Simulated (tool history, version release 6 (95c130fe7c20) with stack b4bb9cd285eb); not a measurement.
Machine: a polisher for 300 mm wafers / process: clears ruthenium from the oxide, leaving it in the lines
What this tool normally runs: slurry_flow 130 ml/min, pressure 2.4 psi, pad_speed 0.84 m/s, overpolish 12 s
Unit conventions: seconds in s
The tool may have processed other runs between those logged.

run,day,slurry_flow,pressure,pad_speed,overpolish,"incoming thickness of the incoming film, nm",seconds
1,0.000,130,2.4,0.84,12,127.2,95.8
# day 0.125: worn pad replaced by a new one
2,2.729,130,2.4,0.84,12,124.4,92.7
3,4.704,130,2.4,0.84,12,125.5,93.5
4,7.079,130,2.4,0.84,12,126.3,91.4
5,8.483,130,2.4,1.06,12,127.7,79.0
# day 9.754: worn pad replaced by a new one
# day 10.329: slurry nozzle cleaned
6,10.771,130,2.4,1.06,12,125.9,76.4
7,13.646,130,2.4,1.06,12,126.4,76.0
8,16.483,130,2.9,0.84,12,124.6,75.3
9,17.746,130,2.4,0.84,12,125.1,90.7
# day 19.196: worn pad replaced by a new one
10,19.217,130,2.4,0.84,12,126.9,89.1
11,21.642,130,2.4,0.84,12,123.3,88.4
12,24.029,130,2.4,0.84,12,123.9,89.3
13,26.338,145,2.8,0.84,16,127.4,77.4
# day 28.254: slurry nozzle cleaned
14,28.304,130,2.4,1.14,12,125.1,67.5
# day 30.538: worn pad replaced by a new one
15,31.146,110,2.4,0.84,12,125.5,95.6
16,34.067,175,1.9,1.12,9,125.4,83.3
# day 35.929: head pressure recalibrated
17,36.271,130,2.4,0.72,12,123.8,107.0
18,38.475,130,2.4,0.84,12,123.3,93.5
19,41.088,130,2.4,1.04,14,127.8,82.5
# day 41.262: worn pad replaced by a new one
20,43.721,130,2.4,1.10,12,124.7,75.2
21,44.754,175,1.9,1.12,9,123.2,88.3
22,46.246,130,2.4,0.84,12,126.5,98.5
23,48.079,175,2.9,1.12,12,126.1,59.5
# day 48.233: slurry nozzle cleaned
24,49.971,85,2.4,0.60,12,123.7,132.5
25,51.496,130,2.4,0.84,12,124.1,92.5

Here are 4 independent what-if runs from the current tool condition. What would each one return?
A,51.517,130,1.6,0.84,12,124.2,?
B,51.517,130,3.0,0.84,12,124.2,?
C,51.517,130,2.9,1.08,16,124.2,?
D,51.517,105,2.4,1.02,12,124.2,?

run,seconds
A,130.1
B,74.5
C,62.9
D,81.8
With the hidden condition removed and each run's random variation left untouched, the same runs would have given:
run,seconds
A,139.9
B,80.1
C,67.7
D,88.0
